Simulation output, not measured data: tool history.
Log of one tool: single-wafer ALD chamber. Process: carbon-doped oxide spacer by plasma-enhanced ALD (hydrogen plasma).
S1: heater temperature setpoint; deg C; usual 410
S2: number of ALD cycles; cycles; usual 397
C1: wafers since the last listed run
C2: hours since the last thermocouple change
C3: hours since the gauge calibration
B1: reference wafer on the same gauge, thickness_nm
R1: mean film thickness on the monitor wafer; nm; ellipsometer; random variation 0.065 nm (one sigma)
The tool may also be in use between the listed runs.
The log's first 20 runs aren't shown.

Run 21, hour 1398.7: usual settings but S1 421 deg C; C1 61; C2 589.1; C3 393.9; B1 16.373. Result: R1 19.097 nm.
Run 22, hour 1435.2: usual settings but S1 415 deg C, S2 436 cycles; C1 40; C2 625.6; C3 430.4; B1 16.410. Result: R1 21.154 nm.
Run 23, hour 1533.9: usual settings but S1 416 deg C, S2 473 cycles; C1 110; C2 724.3; C3 529.1; B1 16.406. Result: R1 22.911 nm.
Run 24, hour 1634.7: usual settings; C1 112; C2 825.1; C3 629.9; B1 16.390. Result: R1 19.595 nm.
Run 25, hour 1715.5: usual settings but S1 406 deg C, S2 354 cycles; C1 90; C2 905.9; C3 710.7; B1 16.401. Result: R1 17.553 nm.
Run 26, hour 1802.5: usual settings but S1 422 deg C, S2 343 cycles; C1 97; C2 992.9; C3 797.7; B1 16.415. Result: R1 16.443 nm.
Run 27, hour 1877.1: usual settings but S1 418 deg C, S2 332 cycles; C1 83; C2 1067.5; C3 872.3; B1 16.413. Result: R1 16.018 nm.
Run 28, hour 1983.7: usual settings but S1 404 deg C; C1 119; C2 1174.1; C3 978.9; B1 16.396. Result: R1 19.847 nm.
Run 29, hour 2043.2: usual settings but S1 417 deg C; C1 66; C2 1233.6; C3 1038.4; B1 16.414. Result: R1 19.125 nm.
Run 30, hour 2139.5: usual settings; C1 107; C2 1329.9; C3 1134.7; B1 16.395. Result: R1 19.486 nm.
Run 31, hour 2184.2: usual settings but S1 423 deg C, S2 365 cycles; C1 49; C2 1374.6; C3 1179.4; B1 16.384. Result: R1 17.215 nm.
Run 32, hour 2256.2: usual settings but S1 417 deg C, S2 329 cycles; C1 80; C2 1446.6; C3 1251.4; B1 16.407. Result: R1 15.887 nm.
Run 33, hour 2439.2: usual settings but S1 415 deg C; C1 204; C2 1629.6; C3 1434.4; B1 16.409. Result: R1 19.159 nm.
Run 34, hour 2481.7: usual settings; C1 47; C2 1672.1; C3 1476.9; B1 16.388. Result: R1 19.469 nm.
Run 35, hour 2525.9: usual settings but S1 416 deg C; C1 49; C2 1716.3; C3 1521.1; B1 16.404. Result: R1 19.085 nm.

3 ways to go on from here, each from the tool as it stands after run 35. What would each give?
Run A, hour 2526.9: usual settings; C1 1; C2 1717.3; C3 1522.1; B1 ?. Result: R1 ?.
Run B, hour 2526.9: usual settings but S1 397 deg C, S2 329 cycles; C1 1; C2 1717.3; C3 1522.1; B1 ?. Result: R1 ?.
Run C, hour 2526.9: usual settings but S1 397 deg C, S2 430 cycles; C1 1; C2 1717.3; C3 1522.1; B1 ?. Result: R1 ?.

run      B1      R1
  A  16.386  19.375
  B  16.386  16.632
  C  16.386  21.738
Without the tool's hidden state the same runs would have given:
run      R1
  A  19.626
  B  16.767
  C  21.915

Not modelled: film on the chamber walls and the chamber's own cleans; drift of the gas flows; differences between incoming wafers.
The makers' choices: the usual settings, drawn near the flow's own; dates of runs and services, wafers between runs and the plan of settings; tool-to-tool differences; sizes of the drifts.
